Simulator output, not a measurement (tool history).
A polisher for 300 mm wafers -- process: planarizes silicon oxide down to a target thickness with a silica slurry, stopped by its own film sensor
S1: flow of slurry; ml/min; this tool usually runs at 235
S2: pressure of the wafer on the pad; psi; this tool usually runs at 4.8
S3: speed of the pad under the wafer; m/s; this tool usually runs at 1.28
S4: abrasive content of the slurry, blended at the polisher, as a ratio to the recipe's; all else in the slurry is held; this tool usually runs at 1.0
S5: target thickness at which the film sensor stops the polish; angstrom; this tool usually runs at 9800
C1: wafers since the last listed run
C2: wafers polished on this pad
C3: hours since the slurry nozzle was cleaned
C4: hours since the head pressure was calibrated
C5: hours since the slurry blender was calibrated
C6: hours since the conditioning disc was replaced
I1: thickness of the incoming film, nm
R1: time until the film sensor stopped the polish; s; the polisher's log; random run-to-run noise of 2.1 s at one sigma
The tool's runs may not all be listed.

Run 1, hour 0.0: usual settings but S5 10490 angstrom; C1 0; C2 1024; C3 361.4; C4 862.5; C5 51.0; C6 128.6; I1 1401.3. Result: R1 113.9 s.
At hour 12.6: worn pad replaced by a new one.
Run 2, hour 14.9: usual settings but S2 4.0 psi; C1 98; C2 20; C3 376.3; C4 877.4; C5 65.9; C6 143.5; I1 1355.2. Result: R1 154.9 s.
Run 3, hour 25.0: usual settings but S2 4.0 psi; C1 91; C2 112; C3 386.4; C4 887.5; C5 76.0; C6 153.6; I1 1365.6. Result: R1 159.4 s.
Run 4, hour 36.2: usual settings but S2 4.0 psi; C1 101; C2 213; C3 397.6; C4 898.7; C5 87.2; C6 164.8; I1 1392.9. Result: R1 172.6 s.
Run 5, hour 52.4: usual settings but S1 260 ml/min; C1 146; C2 360; C3 413.8; C4 914.9; C5 103.4; C6 181.0; I1 1380.1. Result: R1 140.0 s.
At hour 65.7: slurry blender recalibrated.
Run 6, hour 70.1: usual settings; C1 142; C2 502; C3 431.5; C4 932.6; C5 4.4; C6 198.7; I1 1353.7. Result: R1 108.6 s.
Run 7, hour 83.4: usual settings; C1 120; C2 622; C3 444.8; C4 945.9; C5 17.7; C6 212.0; I1 1360.7. Result: R1 120.9 s.
At hour 85.8: conditioning disc replaced and pad reconditioned.
Run 8, hour 100.5: usual settings; C1 136; C2 759; C3 461.9; C4 963.0; C5 34.8; C6 14.7; I1 1366.7. Result: R1 124.8 s.
At hour 118.2: head pressure recalibrated.
Run 9, hour 118.7: usual settings; C1 146; C2 905; C3 480.1; C4 0.5; C5 53.0; C6 32.9; I1 1365.5. Result: R1 132.3 s.
Run 10, hour 131.8: usual settings; C1 118; C2 1024; C3 493.2; C4 13.6; C5 66.1; C6 46.0; I1 1372.8. Result: R1 137.6 s.
Run 11, hour 143.2: usual settings but S1 200 ml/min, S3 0.90 m/s; C1 103; C2 1127; C3 504.6; C4 25.0; C5 77.5; C6 57.4; I1 1353.9. Result: R1 173.7 s.
Run 12, hour 152.6: usual settings but S1 310 ml/min, S2 5.9 psi, S4 1.3; C1 85; C2 1212; C3 514.0; C4 34.4; C5 86.9; C6 66.8; I1 1392.7. Result: R1 98.5 s.

Forecast run 13:
Run 13, hour 167.2: usual settings; C1 132; C2 1344; C3 528.6; C4 49.0; C5 101.5; C6 81.4; I1 1368.7. Result: R1 ?.

Run 13 came out at R1 137.1 s.
The same run, on a tool lacking any hidden state, would have yielded R1 111.8 s.
